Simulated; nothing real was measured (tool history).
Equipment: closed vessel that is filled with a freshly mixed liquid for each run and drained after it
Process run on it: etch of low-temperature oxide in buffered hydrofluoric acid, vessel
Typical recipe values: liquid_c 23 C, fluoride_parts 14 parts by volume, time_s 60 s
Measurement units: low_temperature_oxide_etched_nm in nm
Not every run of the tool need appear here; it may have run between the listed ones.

| run | day | liquid_c | fluoride_parts | time_s | read-back film thickness of the low-temperature oxide reference wafer, read on the same gauge (nm) | low_temperature_oxide_etched_nm |
|---|---|---|---|---|---|---|
| 1 | 0 | 23 | 14 | 60 | 39.86 | 184.11 |
|  | 0.033 | thermometer replaced |
| 2 | 2.354 | 23 | 14 | 60 | 39.8 | 184.27 |
| 3 | 4.838 | 23 | 14 | 60 | 39.76 | 182.94 |
| 4 | 13.792 | 23 | 14 | 60 | 39.44 | 180.34 |
| 5 | 16.754 | 23 | 14 | 60 | 39.35 | 182.57 |
| 6 | 19.225 | 23 | 14 | 60 | 39.22 | 181.56 |
| 7 | 20.5 | 23 | 14 | 60 | 39.15 | 179.13 |
| 8 | 22.954 | 23 | 14 | 60 | 39.06 | 179.93 |
|  | 23.8 | hydrofluoric acid flow meter replaced |
| 9 | 24.567 | 26.5 | 14 | 85 | 38.94 | 309.69 |
| 10 | 29.508 | 23 | 14 | 60 | 38.65 | 178.05 |
| 11 | 30.617 | 26 | 9 | 35 | 38.55 | 180.47 |
|  | 30.729 | gauge calibrated |
| 12 | 31.967 | 23 | 14 | 60 | 39.8 | 181.61 |
|  | 32.462 | thermometer replaced |
| 13 | 33.762 | 23 | 14 | 30 | 39.81 | 91.34 |
| 14 | 34.958 | 23 | 12 | 75 | 39.78 | 261.37 |
| 15 | 37.721 | 23 | 12.5 | 60 | 39.75 | 204.78 |
| 16 | 39.771 | 26.5 | 18.5 | 35 | 39.74 | 96.31 |
| 17 | 42.35 | 23 | 9.5 | 60 | 39.71 | 262.7 |
| 18 | 44.958 | 20.5 | 18.5 | 35 | 39.64 | 70.3 |

Difference, measured minus no-hidden-state, one row per run. Run-to-run variation is common to both terms; the gauge's own scatter need not be:
Hidden conditions of the tool in this case: liquid colder than its thermometer reads (K); hydrofluoric acid flow below the setpoint (%); gauge reads high (%).
| run | low_temperature_oxide_etched_nm |
|---|---|
| 1 | -0.65 |
| 2 | -0.86 |
| 3 | -1.13 |
| 4 | -2.46 |
| 5 | -3.09 |
| 6 | -3.61 |
| 7 | -3.85 |
| 8 | -4.48 |
| 9 | -8.43 |
| 10 | -6.27 |
| 11 | -6.7 |
| 12 | -0.91 |
| 13 | -0.47 |
| 14 | -1.39 |
| 15 | -1.21 |
| 16 | -0.64 |
| 17 | -2.01 |
| 18 | -0.64 |

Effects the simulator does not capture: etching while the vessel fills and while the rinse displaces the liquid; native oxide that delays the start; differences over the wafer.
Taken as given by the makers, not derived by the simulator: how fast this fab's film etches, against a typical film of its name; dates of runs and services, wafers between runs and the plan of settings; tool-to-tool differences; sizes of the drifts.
